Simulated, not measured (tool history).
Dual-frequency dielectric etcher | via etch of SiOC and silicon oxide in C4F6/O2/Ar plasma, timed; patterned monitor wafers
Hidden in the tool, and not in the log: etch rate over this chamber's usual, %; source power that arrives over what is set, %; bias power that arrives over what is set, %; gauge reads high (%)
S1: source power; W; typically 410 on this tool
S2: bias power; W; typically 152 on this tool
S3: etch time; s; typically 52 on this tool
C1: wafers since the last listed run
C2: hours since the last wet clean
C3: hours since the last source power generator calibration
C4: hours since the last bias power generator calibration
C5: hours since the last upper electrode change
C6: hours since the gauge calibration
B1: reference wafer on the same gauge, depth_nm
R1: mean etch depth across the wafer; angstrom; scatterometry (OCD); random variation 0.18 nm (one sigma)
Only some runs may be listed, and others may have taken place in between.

run	hour	S1	S2	S3	C1	C2	C3	C4	C5	C6	B1	R1
1	0	410	174	45.5	0	0.5	4263.8	2039.6	2056.2	785.5	68	517
2	31.3	410	174	45.5	277	31.8	4295.1	2070.9	2087.5	816.8	68	521
3	79.6	410	152	52	428	80.1	4343.4	2119.2	2135.8	865.1	68	577
4	113.4	410	152	52	300	113.9	4377.2	2153	2169.6	898.9	68	576
5	173.2	410	152	52	530	173.7	4437	2212.8	2229.4	958.7	68	578
6	212.6	410	152	52	349	213.1	4476.4	2252.2	2268.8	998.1	68	577
7	246	410	152	52	296	246.5	4509.8	2285.6	2302.2	1031.5	68	585
8	297.6	410	152	52	458	298.1	4561.4	2337.2	2353.8	1083.1	68	584
9	363.1	410	152	52	581	363.6	4626.9	2402.7	2419.3	1148.6	68.1	580
10	419.7	410	176	52	502	420.2	4683.5	2459.3	2475.9	1205.2	68	601
11	450.7	410	167	61.5	275	451.2	4714.5	2490.3	2506.9	1236.2	68	703
12	498.8	410	152	52	426	499.3	4762.6	2538.4	2555	1284.3	68	584
13	534.7	410	152	52	318	535.2	4798.5	2574.3	2590.9	1320.2	68	588
# hour 567.4: gauge calibrated
# hour 582.8: wet clean of the chamber
14	595.1	410	152	52	323	12.3	4858.9	2634.7	2651.3	27.7	68	601
15	632.9	410	152	52	335	50.1	4896.7	2672.5	2689.1	65.5	68	600
# hour 667.7: source power generator calibrated
16	702.4	460	152	52	581	119.6	34.7	2742	2758.6	135	68	623
17	761.2	410	152	52	521	178.4	93.5	2800.8	2817.4	193.8	68	604
18	791.2	370	152	52	266	208.4	123.5	2830.8	2847.4	223.8	68	583
19	862	330	177	59.5	628	279.2	194.3	2901.6	2918.2	294.6	68	669
# hour 993.5: wet clean of the chamber, repeated, since the last time left the tool worse
# hour 1031.7: upper electrode replaced
20	1055.7	450	184	59	1293	62.2	388	3095.3	24	488.3	68	702
21	1112.8	410	152	52	506	119.3	445.1	3152.4	81.1	545.4	68	578
# hour 1126.3: bias power generator calibrated
22	1181.6	410	177	56.5	575	188.1	513.9	55.3	149.9	614.2	68	652
23	1228.2	350	152	61.5	413	234.7	560.5	101.9	196.5	660.8	68	648
24	1263.9	320	152	64	316	270.4	596.2	137.6	232.2	696.5	68	660
25	1324.4	450	137	61.5	537	330.9	656.7	198.1	292.7	757	68	695
26	1386.4	490	152	52	550	392.9	718.7	260.1	354.7	819	68	615
27	1427.4	410	136	52	363	433.9	759.7	301.1	395.7	860	68	568
28	1455	460	152	52	244	461.5	787.3	328.7	423.3	887.6	68	605
# hour 1483.3: wet clean of the chamber
29	1512.1	410	114	52	293	28.8	844.4	385.8	480.4	944.7	68	544

Take each entry between the runs: how does the hidden state at the last listed run before it differ from the hidden state at the first listed run after it?
After run 13, before run 14: gauge calibrated (hour 567.4); wet clean of the chamber (hour 582.8)
  etch rate over this chamber's usual, %: 2.28 -> 4.37
  the result without the hidden state subtracted from the measured one, R1: +13 -> +25 angstrom
After run 15, before run 16: source power generator calibrated (hour 667.7)
  etch rate over this chamber's usual, %: 4.52 -> 4.79
  the result without the hidden state subtracted from the measured one, R1: +26 -> +28 angstrom
After run 19, before run 20: wet clean of the chamber, repeated, since the last time left the tool worse (hour 993.5); upper electrode replaced (hour 1031.7)
  etch rate over this chamber's usual, %: 5.41 -> 0.146
  the result without the hidden state subtracted from the measured one, R1: +34 -> +1 angstrom
After run 21, before run 22: bias power generator calibrated (hour 1126.3)
  etch rate over this chamber's usual, %: 0.367 -> 0.634
  the result without the hidden state subtracted from the measured one, R1: +2 -> +4 angstrom
After run 28, before run 29: wet clean of the chamber (hour 1483.3)
  etch rate over this chamber's usual, %: 1.7 -> 0.203
  the result without the hidden state subtracted from the measured one, R1: +10 -> +1 angstrom
